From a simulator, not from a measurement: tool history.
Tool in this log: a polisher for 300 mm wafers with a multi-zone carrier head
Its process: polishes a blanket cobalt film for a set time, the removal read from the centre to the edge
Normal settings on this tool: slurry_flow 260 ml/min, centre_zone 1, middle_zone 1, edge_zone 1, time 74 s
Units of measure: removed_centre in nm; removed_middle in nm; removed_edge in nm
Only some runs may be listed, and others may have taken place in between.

run	hour	slurry_flow	centre_zone	middle_zone	edge_zone	time	incoming thickness of the incoming film, nm	removed_centre	removed_middle	removed_edge
1	0	260	0.95	1	1	74	1536.1	366.3	408.7	396.9
2	25.3	260	0.95	1	1	74	1557.1	369.1	403.5	397.9
3	49.2	260	1	1	1.07	74	1545.7	391.5	414.4	413.7
4	75.7	260	1	1	1.07	74	1544.4	385.3	405.7	407.6
# hour 89.5: worn pad replaced by a new one
5	128.9	260	1	1	1	74	1538.1	379.9	403.4	396.2
6	149.7	260	1	1	1	74	1565.7	381.9	406	398.8
7	174.5	260	1	1	1	74	1546.2	386.7	402.5	399.4
# hour 188.3: centre zone pressure recalibrated
8	189.3	280	1	1	1	74	1565.3	383.3	397.6	405.7
# hour 213: edge zone pressure recalibrated
# hour 217.2: worn pad replaced by a new one
9	222	280	1	1	1	74	1506.2	381.2	406.1	400.4
10	243.1	280	1	1	1	74	1543.5	383.8	399.2	393.7
# hour 253.5: carrier head's membrane replaced by a new one
11	260.1	260	1	1.08	1	74	1524.3	379.7	428.9	396.1
12	286.9	260	1	1	1	74	1527	378.4	403.2	395.7
13	315	325	0.93	0.9	1	100	1519.1	494	513.7	543.5
# hour 321.4: worn pad replaced by a new one
14	344.2	260	1.12	0.9	1.07	57	1522.5	319.3	289.9	310.7
15	372.2	260	1.06	1.08	1	74	1538.9	397.7	424.3	399
16	387.5	185	1	1	1.07	74	1548.8	359.9	387.1	392.9
17	417	280	1	1	1	74	1527.7	377.5	400.3	396.9
# hour 418.2: slurry nozzle cleaned
# hour 422.5: worn pad replaced by a new one, of another model than before
18	431.2	260	0.88	1	1.06	74	1543.7	347.1	413.2	413.2
19	444.9	290	1	0.89	1	74	1552.3	391.9	376	398.9
20	476.8	260	1	1	1	74	1540.5	391.1	412.8	400.5
# hour 519.7: worn pad replaced by a new one
# hour 541.9: centre zone pressure recalibrated
21	546.7	260	1.06	0.97	1	74	1532.7	407	398.9	401.2
22	570.7	300	0.91	0.89	1.06	74	1532.9	359.2	367.2	416.7

Give the tool's hidden conditions for every run:
removal rate lost through wear of the pad, %: 0 across all the runs
deviation of the centre zone's pressure from its setpoint, %: 0 across all the runs
deviation of the edge zone's pressure from its setpoint, %: 0 across all the runs
H1: slurry flow missing at the pad, %
run	H1
1	8.01
2	9.83
3	11.6
4	13.5
5	17.3
6	18.8
7	20.6
8	21.6
9	24
10	25.5
11	26.7
12	28.7
13	30.7
14	32.8
15	34.8
16	35.9
17	38
18	4.56
19	5.55
20	7.84
21	12.9
22	14.6
